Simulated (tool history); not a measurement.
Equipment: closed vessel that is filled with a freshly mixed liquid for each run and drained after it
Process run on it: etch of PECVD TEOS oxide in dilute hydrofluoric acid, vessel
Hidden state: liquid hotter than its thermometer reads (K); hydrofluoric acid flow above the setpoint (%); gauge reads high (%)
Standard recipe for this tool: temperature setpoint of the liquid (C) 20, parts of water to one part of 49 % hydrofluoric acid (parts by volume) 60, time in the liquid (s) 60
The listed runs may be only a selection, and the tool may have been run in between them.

run   hour  temperature setpoint of the liquid (C)  parts of water to one part of 49 % hydrofluoric acid (parts by volume)  time in the liquid (s)  wafers since the last listed run  hours since the thermometer was replaced  hours since the hydrofluoric acid flow meter was replaced  hours since the gauge calibration  read-back film thickness of the PECVD TEOS oxide reference wafer, read on the same gauge (nm)  thickness taken off the PECVD TEOS oxide on a monitor wafer (nm)
  1      0                                      20                                                                      60                      60                                 0                                    1253.3                                                     1490.2                              551.3                                                                                         150.02                                                             26.46
  2   52.2                                      20                                                                      60                      60                              5332                                    1305.5                                                     1542.4                              603.5                                                                                         150.06                                                             26.76
  3   84.8                                      20                                                                      60                      60                              3330                                    1338.1                                                       1575                              636.1                                                                                         149.99                                                             26.41
  4    141                                      20                                                                      60                      60                              5741                                    1394.3                                                     1631.2                              692.3                                                                                         150.03                                                             26.66
  5  202.4                                      20                                                                      60                      60                              6272                                    1455.7                                                     1692.6                              753.7                                                                                         149.98                                                             26.64
  6    243                                      20                                                                      60                      60                              4147                                    1496.3                                                     1733.2                              794.3                                                                                         150.03                                                             26.85
       273  -- hydrofluoric acid flow meter replaced
  7  282.5                                      20                                                                      60                      60                              3933                                    1535.8                                                        9.5                              833.8                                                                                         149.98                                                             26.87
  8  313.7                                      20                                                                      60                      60                              3187                                      1567                                                       40.7                                865                                                                                         149.96                                                             26.99
       372  -- thermometer replaced
  9  378.4                                      20                                                                      70                      50                              6507                                       6.4                                                      105.4                              929.7                                                                                         150.02                                                             17.31
 10  442.9                                      20                                                                      35                      45                              6589                                      70.9                                                      169.9                              994.2                                                                                         150.02                                                             32.17
     448.2  -- gauge calibrated
 11  508.4                                      23                                                                      35                      80                              6691                                     136.4                                                      235.4                               60.2                                                                                         149.99                                                             66.16
 12  533.8                                    23.5                                                                      60                      60                              2594                                     161.8                                                      260.8                               85.6                                                                                         150.01                                                             28.44
 13  559.1                                      20                                                                      60                      60                              2584                                     187.1                                                      286.1                              110.9                                                                                         150.02                                                             24.63
 14  627.2                                      20                                                                      60                      60                              6956                                     255.2                                                      354.2                                179                                                                                         150.04                                                             24.71
 15  687.1                                      20                                                                      60                      85                              6119                                     315.1                                                      414.1                              238.9                                                                                         150.01                                                              34.9
 16    876                                      20                                                                      30                      60                             19297                                       504                                                        603                              427.8                                                                                            150                                                             52.04
 17  908.6                                      20                                                                      60                      60                              3330                                     536.6                                                      635.6                              460.4                                                                                         149.99                                                             25.16

Each row is a separate what-if for the run after 17, all from the same tool condition, not one after another. Results?
  A  909.3                                      20                                                                      60                      80                                71                                     537.3                                                      636.3                              461.1                                                                                              ?                                                                 ?
  B  909.3                                      20                                                                      40                      45                                71                                     537.3                                                      636.3                              461.1                                                                                              ?                                                                 ?
  C  909.3                                      17                                                                      50                      60                                71                                     537.3                                                      636.3                              461.1                                                                                              ?                                                                 ?

run  read-back film thickness of the PECVD TEOS oxide reference wafer, read on the same gauge (nm)  thickness taken off the PECVD TEOS oxide on a monitor wafer (nm)
  A                                                                                         150.04                                                             33.37
  B                                                                                         150.04                                                             28.85
  C                                                                                         150.04                                                             26.74
Without the tool's hidden state the same runs would have given:
run  thickness taken off the PECVD TEOS oxide on a monitor wafer (nm)
  A                                                             32.34
  B                                                             27.95
  C                                                             25.89

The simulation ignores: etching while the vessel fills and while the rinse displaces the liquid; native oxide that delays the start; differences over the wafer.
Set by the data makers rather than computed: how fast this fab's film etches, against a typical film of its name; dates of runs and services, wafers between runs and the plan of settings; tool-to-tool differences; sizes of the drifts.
